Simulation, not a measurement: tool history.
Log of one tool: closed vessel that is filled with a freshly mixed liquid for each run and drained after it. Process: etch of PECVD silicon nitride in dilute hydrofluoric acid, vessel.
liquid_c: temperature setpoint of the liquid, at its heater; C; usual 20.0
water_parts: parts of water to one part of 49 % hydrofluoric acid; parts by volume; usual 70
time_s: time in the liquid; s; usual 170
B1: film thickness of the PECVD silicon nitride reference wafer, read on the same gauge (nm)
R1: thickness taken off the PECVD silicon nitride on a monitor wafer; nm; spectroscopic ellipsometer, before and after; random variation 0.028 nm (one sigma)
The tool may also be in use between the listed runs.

run 1 hour=0.0 | liquid_c=20.0 water_parts=70 time_s=170 | B1=150.01 | R1=7.39
run 2 hour=26.2 | liquid_c=20.0 water_parts=70 time_s=170 | B1=149.97 | R1=7.46
run 3 hour=46.0 | liquid_c=20.0 water_parts=70 time_s=170 | B1=150.02 | R1=7.35
run 4 hour=69.9 | liquid_c=20.0 water_parts=70 time_s=170 | B1=149.94 | R1=7.39
run 5 hour=94.5 | liquid_c=20.0 water_parts=70 time_s=170 | B1=150.02 | R1=7.33
run 6 hour=123.6 | liquid_c=20.0 water_parts=70 time_s=170 | B1=150.07 | R1=7.35
run 7 hour=212.0 | liquid_c=20.0 water_parts=70 time_s=170 | B1=149.93 | R1=7.39
run 8 hour=228.3 | liquid_c=20.0 water_parts=70 time_s=140 | B1=150.07 | R1=6.08
run 9 hour=260.4 | liquid_c=20.0 water_parts=70 time_s=140 | B1=150.03 | R1=6.06
-- hour=280.5 thermometer replaced
run 10 hour=281.2 | liquid_c=20.0 water_parts=70 time_s=170 | B1=150.04 | R1=7.53
run 11 hour=315.8 | liquid_c=20.0 water_parts=70 time_s=170 | B1=150.00 | R1=7.53
run 12 hour=334.4 | liquid_c=20.0 water_parts=70 time_s=170 | B1=149.96 | R1=7.55
run 13 hour=364.2 | liquid_c=20.0 water_parts=70 time_s=230 | B1=150.03 | R1=10.18
run 14 hour=385.5 | liquid_c=20.0 water_parts=70 time_s=230 | B1=149.98 | R1=10.16
-- hour=396.9 gauge calibrated
run 15 hour=410.0 | liquid_c=20.0 water_parts=70 time_s=170 | B1=149.96 | R1=7.53
run 16 hour=438.8 | liquid_c=20.0 water_parts=70 time_s=170 | B1=150.06 | R1=7.56
run 17 hour=469.6 | liquid_c=20.0 water_parts=70 time_s=170 | B1=149.97 | R1=7.54
run 18 hour=505.5 | liquid_c=24.5 water_parts=50 time_s=170 | B1=149.99 | R1=14.32
run 19 hour=531.7 | liquid_c=20.0 water_parts=70 time_s=70 | B1=150.03 | R1=3.11
run 20 hour=545.0 | liquid_c=20.0 water_parts=100 time_s=170 | B1=150.03 | R1=5.33
run 21 hour=566.7 | liquid_c=20.0 water_parts=70 time_s=170 | B1=150.03 | R1=7.54
run 22 hour=592.5 | liquid_c=23.5 water_parts=50 time_s=230 | B1=150.02 | R1=17.88
-- hour=596.1 hydrofluoric acid flow meter replaced
run 23 hour=617.1 | liquid_c=20.0 water_parts=70 time_s=170 | B1=149.99 | R1=7.16
run 24 hour=651.1 | liquid_c=23.0 water_parts=70 time_s=105 | B1=149.97 | R1=5.41
run 25 hour=676.2 | liquid_c=21.5 water_parts=85 time_s=170 | B1=149.96 | R1=6.53
run 26 hour=692.6 | liquid_c=23.0 water_parts=85 time_s=80 | B1=150.00 | R1=3.41
run 27 hour=719.5 | liquid_c=17.0 water_parts=95 time_s=170 | B1=150.00 | R1=4.29
run 28 hour=737.2 | liquid_c=20.0 water_parts=45 time_s=230 | B1=150.02 | R1=14.93
run 29 hour=761.1 | liquid_c=20.0 water_parts=70 time_s=170 | B1=150.01 | R1=7.22

Some steps in R1 between neighbouring runs. How much of each would the tool show without its hidden state too (settings, what came in, random variation), and how much is left for the hidden state, with any gauge scatter that isn't in both results?
The hidden state here: liquid colder than its thermometer reads (K); hydrofluoric acid flow above the setpoint (%); gauge reads high (%).
Run 18 -> 19: liquid_c 24.5 -> 20.0, water_parts 50 -> 70, time_s 170 -> 70. R1 -11.21 nm: hidden state -0.38, all else -10.83.
Run 22 -> 23: liquid_c 23.5 -> 20.0, water_parts 50 -> 70, time_s 230 -> 170, hydrofluoric acid flow meter replaced. R1 -10.72 nm: hidden state -0.73, all else -9.99.

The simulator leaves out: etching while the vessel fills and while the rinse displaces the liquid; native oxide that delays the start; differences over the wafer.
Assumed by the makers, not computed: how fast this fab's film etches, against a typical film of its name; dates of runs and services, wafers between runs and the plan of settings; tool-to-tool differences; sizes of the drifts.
